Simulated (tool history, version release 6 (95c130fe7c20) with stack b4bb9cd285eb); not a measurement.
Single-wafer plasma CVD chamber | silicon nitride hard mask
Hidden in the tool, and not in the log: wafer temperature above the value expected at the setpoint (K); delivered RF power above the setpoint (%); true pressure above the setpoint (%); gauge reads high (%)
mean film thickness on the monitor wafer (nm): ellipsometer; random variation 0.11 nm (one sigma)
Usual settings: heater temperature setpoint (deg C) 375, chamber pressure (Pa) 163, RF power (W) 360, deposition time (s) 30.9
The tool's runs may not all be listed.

run	day	heater temperature setpoint (deg C)	chamber pressure (Pa)	RF power (W)	deposition time (s)	wafers since the last listed run	hours since the last thermocouple change	hours since the last RF generator calibration	hours since the last manometer calibration	hours since the showerhead was replaced	hours since the gauge calibration	read-back reference wafer on the same gauge, thickness_nm	mean film thickness on the monitor wafer (nm)
1	0	375	163	360	30.9	0	757.3	773.5	1333	3133.3	2653.6	33.91	37.147
# day 2.85: gauge calibrated
2	6.742	375	163	360	30.9	4803	919.1	935.3	1494.8	3295.1	93.4	33.861	37.377
# day 7.312: capacitance manometer re-zeroed and calibrated
3	10.483	375	163	360	30.9	2428	1008.9	1025.1	76.1	3384.9	183.2	33.87	38.548
# day 12.825: RF generator calibrated
4	14.679	375	163	360	30.9	2752	1109.6	44.5	176.8	3485.6	283.9	33.883	38.379
5	26.25	375	163	360	30.9	8244	1387.3	322.2	454.5	3763.3	561.6	33.886	38.227
6	29.604	375	163	360	30.9	2389	1467.8	402.7	535	3843.8	642.1	33.884	38.322
7	31.746	375	163	360	30.9	1526	1519.2	454.1	586.4	3895.2	693.5	33.872	38.22
# day 33.079: capacitance manometer re-zeroed and calibrated, repeated, since the last time left the tool worse
8	34.429	375	163	360	30.9	1674	1583.6	518.5	32.4	3959.6	757.9	33.92	37.628
# day 37.433: showerhead replaced
# day 38.112: thermocouple changed; heater temperature recalibrated
9	38.133	375	144	325	33.3	2164	0.5	607.4	121.3	16.8	846.8	33.956	35.208
10	40.583	375	163	360	27.6	1745	59.3	666.2	180.1	75.6	905.6	33.897	33.457
11	42.921	375	163	360	30.9	1665	115.4	722.3	236.2	131.7	961.7	33.898	37.559
12	46.446	379	163	405	30.9	2511	200	806.9	320.8	216.3	1046.3	33.923	41.171
13	49.062	375	123	360	30.9	1864	262.8	869.7	383.6	279.1	1109.1	33.887	32.169
14	51.625	365	139	405	35.5	1825	324.3	931.2	445.1	340.6	1170.6	33.852	43.674
15	53.479	375	163	320	30.9	1321	368.8	975.7	489.6	385.1	1215.1	33.931	33.938
16	56.483	387	163	300	26.2	2140	440.9	1047.8	561.7	457.2	1287.2	33.926	27.11
17	61.817	375	163	360	30.9	3800	568.9	1175.8	689.7	585.2	1415.2	33.936	37.474
18	64.879	375	163	360	30.9	2182	642.4	1249.3	763.2	658.7	1488.7	33.905	37.451
19	68.571	375	163	305	30.9	2630	731	1337.9	851.8	747.3	1577.3	33.898	32.535
# day 69.85: RF generator calibrated
20	70.742	366	180	320	33.8	1309	783.1	21.4	903.9	799.4	1629.4	33.881	38.925
21	74.25	375	163	360	30.9	2499	867.3	105.6	988.1	883.6	1713.6	33.915	37.327
22	78.129	375	177	310	25	2764	960.4	198.7	1081.2	976.7	1806.7	33.895	27.777

Run 23 comes next. What will it give?
23	80.179	361	188	290	25.1	1460	1009.6	247.9	1130.4	1025.9	1855.9	?	?

{"run 23": {"read-back reference wafer on the same gauge, thickness_nm": 33.894, "mean film thickness on the monitor wafer (nm)": 27.031}}
Without the tool's hidden state the same run would have given mean film thickness on the monitor wafer (nm) 27.334.
